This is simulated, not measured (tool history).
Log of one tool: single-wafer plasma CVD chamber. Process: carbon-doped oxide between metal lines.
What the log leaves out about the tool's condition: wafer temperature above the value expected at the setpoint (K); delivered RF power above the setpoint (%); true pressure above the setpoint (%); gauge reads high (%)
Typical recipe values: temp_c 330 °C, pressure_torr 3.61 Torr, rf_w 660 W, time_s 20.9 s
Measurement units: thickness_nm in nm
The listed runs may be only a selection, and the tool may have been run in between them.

| run | hour | temp_c | pressure_torr | rf_w | time_s | wafers since the last listed run | hours since the last thermocouple change | hours since the last RF generator calibration | hours since the last manometer calibration | hours since the showerhead was replaced | hours since the gauge calibration | read-back reference wafer on the same gauge, thickness_nm | thickness_nm |
|---|---|---|---|---|---|---|---|---|---|---|---|---|---|
| 1 | 0.0 | 330 | 3.22 | 660 | 20.9 | 0 | 629.7 | 712.5 | 2657.8 | 6810.5 | 250.5 | 115.074 | 128.226 |
| 2 | 10.8 | 330 | 3.61 | 660 | 20.9 | 132 | 640.5 | 723.3 | 2668.6 | 6821.3 | 261.3 | 114.736 | 130.143 |
| 3 | 20.1 | 330 | 3.61 | 660 | 20.9 | 113 | 649.8 | 732.6 | 2677.9 | 6830.6 | 270.6 | 114.741 | 130.007 |
|  | 29.7 | gauge calibrated |
| 4 | 31.8 | 330 | 3.61 | 660 | 20.9 | 143 | 661.5 | 744.3 | 2689.6 | 6842.3 | 2.1 | 115.032 | 129.264 |
| 5 | 39.5 | 330 | 2.96 | 625 | 20.9 | 94 | 669.2 | 752.0 | 2697.3 | 6850.0 | 9.8 | 114.994 | 125.587 |
| 6 | 52.1 | 330 | 2.96 | 625 | 20.9 | 154 | 681.8 | 764.6 | 2709.9 | 6862.6 | 22.4 | 114.981 | 125.061 |
| 7 | 101.4 | 330 | 3.61 | 660 | 20.9 | 603 | 731.1 | 813.9 | 2759.2 | 6911.9 | 71.7 | 115.002 | 130.570 |
| 8 | 109.3 | 330 | 3.61 | 660 | 20.9 | 96 | 739.0 | 821.8 | 2767.1 | 6919.8 | 79.6 | 115.090 | 130.028 |
| 9 | 122.8 | 330 | 3.30 | 660 | 20.9 | 165 | 752.5 | 835.3 | 2780.6 | 6933.3 | 93.1 | 114.848 | 129.098 |
| 10 | 133.2 | 330 | 3.30 | 660 | 20.9 | 127 | 762.9 | 845.7 | 2791.0 | 6943.7 | 103.5 | 115.001 | 128.662 |
| 11 | 154.3 | 330 | 3.61 | 660 | 20.9 | 258 | 784.0 | 866.8 | 2812.1 | 6964.8 | 124.6 | 114.991 | 129.660 |
|  | 173.2 | showerhead replaced |
| 12 | 173.7 | 330 | 3.61 | 760 | 20.9 | 139 | 803.4 | 886.2 | 2831.5 | 0.5 | 144.0 | 115.072 | 136.617 |
| 13 | 199.8 | 330 | 3.61 | 760 | 20.9 | 319 | 829.5 | 912.3 | 2857.6 | 26.6 | 170.1 | 115.044 | 135.208 |
| 14 | 212.9 | 330 | 3.61 | 660 | 20.9 | 160 | 842.6 | 925.4 | 2870.7 | 39.7 | 183.2 | 115.011 | 129.653 |
| 15 | 226.4 | 330 | 3.61 | 570 | 20.9 | 165 | 856.1 | 938.9 | 2884.2 | 53.2 | 196.7 | 115.059 | 123.782 |
| 16 | 250.3 | 319 | 3.61 | 660 | 19.4 | 292 | 880.0 | 962.8 | 2908.1 | 77.1 | 220.6 | 114.936 | 124.809 |
| 17 | 265.9 | 330 | 3.11 | 660 | 22.2 | 190 | 895.6 | 978.4 | 2923.7 | 92.7 | 236.2 | 115.112 | 134.065 |
| 18 | 273.7 | 342 | 3.61 | 660 | 20.9 | 95 | 903.4 | 986.2 | 2931.5 | 100.5 | 244.0 | 115.013 | 125.750 |
|  | 275.5 | gauge calibrated |
|  | 283.4 | RF generator calibrated |
|  | 292.4 | thermocouple changed; heater temperature recalibrated |
| 19 | 292.9 | 322 | 3.61 | 660 | 16.9 | 39 | 0.5 | 9.5 | 2950.7 | 119.7 | 17.4 | 115.063 | 107.705 |
| 20 | 293.5 | 330 | 3.11 | 660 | 22.2 | 7 | 1.1 | 10.1 | 2951.3 | 120.3 | 18.0 | 114.961 | 135.758 |
|  | 313.0 | capacitance manometer re-zeroed and calibrated |
| 21 | 313.5 | 330 | 3.61 | 660 | 20.9 | 146 | 21.1 | 30.1 | 0.5 | 140.3 | 38.0 | 115.074 | 130.901 |
| 22 | 318.4 | 330 | 4.17 | 660 | 20.9 | 59 | 26.0 | 35.0 | 5.4 | 145.2 | 42.9 | 114.972 | 133.045 |
| 23 | 327.3 | 330 | 3.61 | 660 | 20.9 | 108 | 34.9 | 43.9 | 14.3 | 154.1 | 51.8 | 115.143 | 129.337 |
| 24 | 337.8 | 330 | 3.61 | 660 | 20.9 | 128 | 45.4 | 54.4 | 24.8 | 164.6 | 62.3 | 114.999 | 129.462 |
| 25 | 355.1 | 330 | 3.61 | 660 | 20.9 | 211 | 62.7 | 71.7 | 42.1 | 181.9 | 79.6 | 115.033 | 131.013 |
| 26 | 366.5 | 330 | 3.05 | 595 | 22.9 | 139 | 74.1 | 83.1 | 53.5 | 193.3 | 91.0 | 115.040 | 134.554 |
| 27 | 373.7 | 330 | 3.61 | 660 | 18.7 | 88 | 81.3 | 90.3 | 60.7 | 200.5 | 98.2 | 114.810 | 116.850 |
| 28 | 385.3 | 341 | 4.25 | 660 | 19.2 | 141 | 92.9 | 101.9 | 72.3 | 212.1 | 109.8 | 114.985 | 117.913 |
| 29 | 398.6 | 330 | 3.61 | 660 | 20.9 | 162 | 106.2 | 115.2 | 85.6 | 225.4 | 123.1 | 114.814 | 131.382 |
| 30 | 445.0 | 330 | 3.95 | 660 | 24.8 | 567 | 152.6 | 161.6 | 132.0 | 271.8 | 169.5 | 115.085 | 155.145 |

3 options for the next run, each taken on its own from the tool as it stands now. Forecast them:
| A | 445.4 | 330 | 3.61 | 660 | 20.9 | 4 | 153.0 | 162.0 | 132.4 | 272.2 | 169.9 | ? | ? |
| B | 445.4 | 330 | 3.61 | 595 | 20.9 | 4 | 153.0 | 162.0 | 132.4 | 272.2 | 169.9 | ? | ? |
| C | 445.4 | 338 | 4.12 | 715 | 20.9 | 4 | 153.0 | 162.0 | 132.4 | 272.2 | 169.9 | ? | ? |

| run | read-back reference wafer on the same gauge, thickness_nm | thickness_nm |
|---|---|---|
| A | 114.888 | 129.586 |
| B | 114.888 | 124.845 |
| C | 114.888 | 132.633 |
Stripped of hidden state, with their random variation kept, the same runs would have yielded:
| run | thickness_nm |
|---|---|
| A | 129.586 |
| B | 124.845 |
| C | 132.633 |
